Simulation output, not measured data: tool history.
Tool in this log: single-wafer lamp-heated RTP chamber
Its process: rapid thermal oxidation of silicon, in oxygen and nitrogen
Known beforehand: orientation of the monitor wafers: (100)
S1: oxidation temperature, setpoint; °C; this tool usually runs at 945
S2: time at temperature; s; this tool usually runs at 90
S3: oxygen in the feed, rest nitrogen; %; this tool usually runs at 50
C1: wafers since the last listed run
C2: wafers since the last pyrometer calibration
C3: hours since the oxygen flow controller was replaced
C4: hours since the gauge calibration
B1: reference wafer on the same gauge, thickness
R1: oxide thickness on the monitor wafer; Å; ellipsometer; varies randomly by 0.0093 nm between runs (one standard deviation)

run 1 hour=0 | S1=945 S2=90 S3=50 | C1=0 C2=2462 C3=2766 C4=9.3 | B1=4.061 | R1=36.2
run 2 hour=16.7 | S1=945 S2=90 S3=50 | C1=168 C2=2630 C3=2782.7 C4=26 | B1=4.061 | R1=36.16
-- hour=41.8 pyrometer window cleaned and pyrometer calibrated
run 3 hour=42.6 | S1=945 S2=90 S3=50 | C1=180 C2=8 C3=2808.6 C4=51.9 | B1=4.062 | R1=36.05
run 4 hour=57.4 | S1=945 S2=90 S3=50 | C1=149 C2=157 C3=2823.4 C4=66.7 | B1=4.056 | R1=36.17
run 5 hour=73.3 | S1=945 S2=90 S3=50 | C1=160 C2=318 C3=2839.3 C4=82.6 | B1=4.058 | R1=36.19
run 6 hour=88.6 | S1=945 S2=90 S3=50 | C1=154 C2=473 C3=2854.6 C4=97.9 | B1=4.059 | R1=36.13
run 7 hour=96.8 | S1=930 S2=90 S3=50 | C1=82 C2=556 C3=2862.8 C4=106.1 | B1=4.059 | R1=32.81
run 8 hour=106.5 | S1=930 S2=90 S3=50 | C1=98 C2=654 C3=2872.5 C4=115.8 | B1=4.06 | R1=32.76
run 9 hour=120.1 | S1=945 S2=90 S3=50 | C1=137 C2=791 C3=2886.1 C4=129.4 | B1=4.058 | R1=36.12
run 10 hour=126.2 | S1=945 S2=90 S3=50 | C1=61 C2=853 C3=2892.2 C4=135.5 | B1=4.059 | R1=36.28
run 11 hour=142.2 | S1=945 S2=90 S3=50 | C1=161 C2=1014 C3=2908.2 C4=151.5 | B1=4.061 | R1=36.09
run 12 hour=159.7 | S1=945 S2=90 S3=50 | C1=176 C2=1191 C3=2925.7 C4=169 | B1=4.06 | R1=36.22
run 13 hour=169 | S1=945 S2=90 S3=50 | C1=93 C2=1285 C3=2935 C4=178.3 | B1=4.059 | R1=36.01
run 14 hour=184.9 | S1=945 S2=90 S3=50 | C1=160 C2=1446 C3=2950.9 C4=194.2 | B1=4.058 | R1=36.28
run 15 hour=201.7 | S1=945 S2=90 S3=50 | C1=169 C2=1616 C3=2967.7 C4=211 | B1=4.061 | R1=36.16
run 16 hour=210.5 | S1=945 S2=90 S3=50 | C1=88 C2=1705 C3=2976.5 C4=219.8 | B1=4.058 | R1=36.05
run 17 hour=218.6 | S1=924 S2=76 S3=32 | C1=81 C2=1787 C3=2984.6 C4=227.9 | B1=4.061 | R1=27.59
run 18 hour=231.3 | S1=971 S2=132 S3=30 | C1=128 C2=1915 C3=2997.3 C4=240.6 | B1=4.059 | R1=43
-- hour=239.7 oxygen flow controller replaced
run 19 hour=240.2 | S1=945 S2=90 S3=50 | C1=9 C2=1924 C3=0.5 C4=249.5 | B1=4.059 | R1=36.16
run 20 hour=246 | S1=945 S2=90 S3=66 | C1=58 C2=1983 C3=6.3 C4=255.3 | B1=4.061 | R1=39.41
-- hour=258.9 pyrometer window cleaned and pyrometer calibrated
run 21 hour=259.4 | S1=945 S2=90 S3=50 | C1=54 C2=4 C3=19.7 C4=268.7 | B1=4.059 | R1=36.21
-- hour=264.3 gauge calibrated
run 22 hour=269.7 | S1=920 S2=134 S3=29 | C1=104 C2=108 C3=30 C4=5.4 | B1=4.058 | R1=31.26
run 23 hour=283.2 | S1=975 S2=58 S3=22 | C1=136 C2=245 C3=43.5 C4=18.9 | B1=4.065 | R1=30
run 24 hour=295.6 | S1=945 S2=90 S3=50 | C1=125 C2=370 C3=55.9 C4=31.3 | B1=4.059 | R1=36.09
run 25 hour=307.4 | S1=936 S2=77 S3=58 | C1=119 C2=489 C3=67.7 C4=43.1 | B1=4.06 | R1=33.45
run 26 hour=317.3 | S1=963 S2=70 S3=50 | C1=100 C2=589 C3=77.6 C4=53 | B1=4.059 | R1=37.02
run 27 hour=327.2 | S1=934 S2=56 S3=78 | C1=100 C2=689 C3=87.5 C4=62.9 | B1=4.06 | R1=31.91
run 28 hour=370.3 | S1=945 S2=112 S3=73 | C1=435 C2=1125 C3=130.6 C4=106 | B1=4.061 | R1=44.17
run 29 hour=383.9 | S1=945 S2=90 S3=39 | C1=137 C2=1262 C3=144.2 C4=119.6 | B1=4.057 | R1=33.96
run 30 hour=401 | S1=969 S2=59 S3=31 | C1=172 C2=1435 C3=161.3 C4=136.7 | B1=4.057 | R1=31.56
run 31 hour=418.2 | S1=945 S2=109 S3=50 | C1=173 C2=1609 C3=178.5 C4=153.9 | B1=4.061 | R1=38.81
run 32 hour=427.7 | S1=953 S2=121 S3=36 | C1=96 C2=1705 C3=188 C4=163.4 | B1=4.061 | R1=38.8
run 33 hour=443.9 | S1=917 S2=51 S3=50 | C1=163 C2=1869 C3=204.2 C4=179.6 | B1=4.061 | R1=26.13
run 34 hour=459.5 | S1=945 S2=101 S3=50 | C1=157 C2=2026 C3=219.8 C4=195.2 | B1=4.06 | R1=37.7
-- hour=474.6 pyrometer window cleaned and pyrometer calibrated
run 35 hour=475.1 | S1=945 S2=90 S3=50 | C1=76 C2=5 C3=235.4 C4=210.8 | B1=4.061 | R1=36.14
run 36 hour=480.7 | S1=953 S2=132 S3=50 | C1=56 C2=61 C3=241 C4=216.4 | B1=4.064 | R1=44.68
run 37 hour=489.1 | S1=945 S2=90 S3=50 | C1=84 C2=146 C3=249.4 C4=224.8 | B1=4.057 | R1=36.23

Here are 5 independent what-if runs from the current tool condition. What would each one return?
run A hour=489.5 | S1=945 S2=90 S3=50 | C1=4 C2=150 C3=249.8 C4=225.2 | B1=? | R1=?
run B hour=489.5 | S1=957 S2=114 S3=72 | C1=4 C2=150 C3=249.8 C4=225.2 | B1=? | R1=?
run C hour=489.5 | S1=945 S2=68 S3=50 | C1=4 C2=150 C3=249.8 C4=225.2 | B1=? | R1=?
run D hour=489.5 | S1=975 S2=108 S3=76 | C1=4 C2=150 C3=249.8 C4=225.2 | B1=? | R1=?
run E hour=489.5 | S1=935 S2=114 S3=62 | C1=4 C2=150 C3=249.8 C4=225.2 | B1=? | R1=?

run=A B1=4.061 R1=36.15
run=B B1=4.061 R1=48.51
run=C B1=4.061 R1=32.66
run=D B1=4.061 R1=55.24
run=E B1=4.061 R1=39.42
With the hidden condition removed and each run's random variation left untouched, the same runs would have given:
run=A R1=36.15
run=B R1=48.51
run=C R1=32.66
run=D R1=55.24
run=E R1=39.42
